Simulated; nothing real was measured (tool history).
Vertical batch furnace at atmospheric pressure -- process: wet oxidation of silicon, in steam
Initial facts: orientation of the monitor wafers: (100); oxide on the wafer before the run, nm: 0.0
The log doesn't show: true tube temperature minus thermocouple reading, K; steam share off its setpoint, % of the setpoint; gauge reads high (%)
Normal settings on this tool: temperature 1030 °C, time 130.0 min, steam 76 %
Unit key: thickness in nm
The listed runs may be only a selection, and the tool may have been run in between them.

run   hour  temperature   time  steam  wafers since the last listed run  hours since the last temperature calibration  hours since the steam generator was serviced  hours since the gauge calibration  read-back reference wafer on the same gauge, thickness  thickness
  1    0.0         1030  130.0     76                                 0                                        2239.3                                        2001.0                              163.4                                                  677.55     690.89
  2   23.7         1030  130.0     76                               215                                        2263.0                                        2024.7                              187.1                                                  677.65     682.88
  3   59.3         1030  130.0     76                               323                                        2298.6                                        2060.3                              222.7                                                  677.88     686.10
  4   89.6         1030  130.0     76                               275                                        2328.9                                        2090.6                              253.0                                                  678.74     689.24
     114.5  -- gauge calibrated
     116.2  -- thermocouples replaced and temperature profile calibrated
  5  116.7         1030  179.0     70                                28                                           0.5                                        2117.7                                2.2                                                  678.16     799.23
  6  143.4         1030  179.0     70                               242                                          27.2                                        2144.4                               28.9                                                  678.76     794.45
  7  164.7         1030  179.0     70                               193                                          48.5                                        2165.7                               50.2                                                  678.28     792.81
     196.4  -- steam generator serviced
  8  196.9         1030  130.0     76                                74                                          80.7                                           0.5                               82.4                                                  677.80     690.01
  9  209.6         1005   91.0     71                               115                                          93.4                                          13.2                               95.1                                                  677.92     455.09
 10  232.6         1030  130.0     65                               209                                         116.4                                          36.2                              118.1                                                  678.49     628.71
 11  253.5         1023  158.5     76                               190                                         137.3                                          57.1                              139.0                                                  678.08     743.00
 12  267.7         1030  130.0     76                               129                                         151.5                                          71.3                              153.2                                                  678.34     688.25
 13  300.6         1011  130.0     71                               299                                         184.4                                         104.2                              186.1                                                  678.04     593.52
 14  318.5         1030  130.0     69                               162                                         202.3                                         122.1                              204.0                                                  677.99     650.35

Here are 5 independent what-if runs from the current tool condition. What would each one return?
  A  325.4         1030  130.0     76                                62                                         209.2                                         129.0                              210.9                                                       ?          ?
  B  325.4         1050  164.5     67                                62                                         209.2                                         129.0                              210.9                                                       ?          ?
  C  325.4         1048  130.0     76                                62                                         209.2                                         129.0                              210.9                                                       ?          ?
  D  325.4         1015  157.0     84                                62                                         209.2                                         129.0                              210.9                                                       ?          ?
  E  325.4         1045  130.0     86                                62                                         209.2                                         129.0                              210.9                                                       ?          ?

run  read-back reference wafer on the same gauge, thickness  thickness
  A                                                  678.00     687.41
  B                                                  678.00     806.91
  C                                                  678.00     750.49
  D                                                  678.00     756.78
  E                                                  678.00     795.44
With the hidden condition removed and each run's random variation left untouched, the same runs would have given:
run  thickness
  A     687.41
  B     806.91
  C     750.49
  D     756.78
  E     795.44

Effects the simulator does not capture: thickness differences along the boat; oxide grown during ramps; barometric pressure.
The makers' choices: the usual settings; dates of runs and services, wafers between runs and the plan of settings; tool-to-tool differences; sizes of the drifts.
